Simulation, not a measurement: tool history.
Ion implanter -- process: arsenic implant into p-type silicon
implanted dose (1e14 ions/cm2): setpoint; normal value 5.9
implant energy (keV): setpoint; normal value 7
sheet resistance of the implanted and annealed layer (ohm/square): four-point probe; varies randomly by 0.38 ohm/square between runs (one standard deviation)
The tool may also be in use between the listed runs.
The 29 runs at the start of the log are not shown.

run    hour  implanted dose (1e14 ions/cm2)  implant energy (keV)  read-back reference wafer on the same gauge, sheet resistance  sheet resistance of the implanted and annealed layer (ohm/square)
     1643.2  -- gauge calibrated
 30  1702.1                             5.9                     5                                                         265.03                                                             276.18
 31  1766.2                             4.9                   8.5                                                         264.97                                                             256.26
 32  1834.7                            5.43                     7                                                         265.05                                                             254.95
 33  1880.7                            6.97                   8.5                                                         264.96                                                             222.66
 34  1922.4                            6.61                     6                                                         264.98                                                             251.08
 35  1957.4                             5.9                     9                                                         264.99                                                             231.77
 36  2029.1                            7.06                     5                                                         265.06                                                             263.39
 37  2067.5                             5.9                     7                                                         265.02                                                             246.96
 38  2120.5                             4.9                   8.5                                                         265.02                                                             255.17

Predict each of these 3 candidate next runs independently; none follows another, all start after run 38:
  A  2120.9                             5.9                     7                                                              ?                                                                  ?
  B  2120.9                            6.47                     6                                                              ?                                                                  ?
  C  2120.9                            5.17                   5.5                                                              ?                                                                  ?

run  read-back reference wafer on the same gauge, sheet resistance  sheet resistance of the implanted and annealed layer (ohm/square)
  A                                                         264.94                                                             247.31
  B                                                         264.94                                                             252.23
  C                                                         264.94                                                             278.58
With the hidden condition removed and each run's random variation left untouched, the same runs would have given:
run  sheet resistance of the implanted and annealed layer (ohm/square)
  A                                                             251.33
  B                                                             255.51
  C                                                             283.78
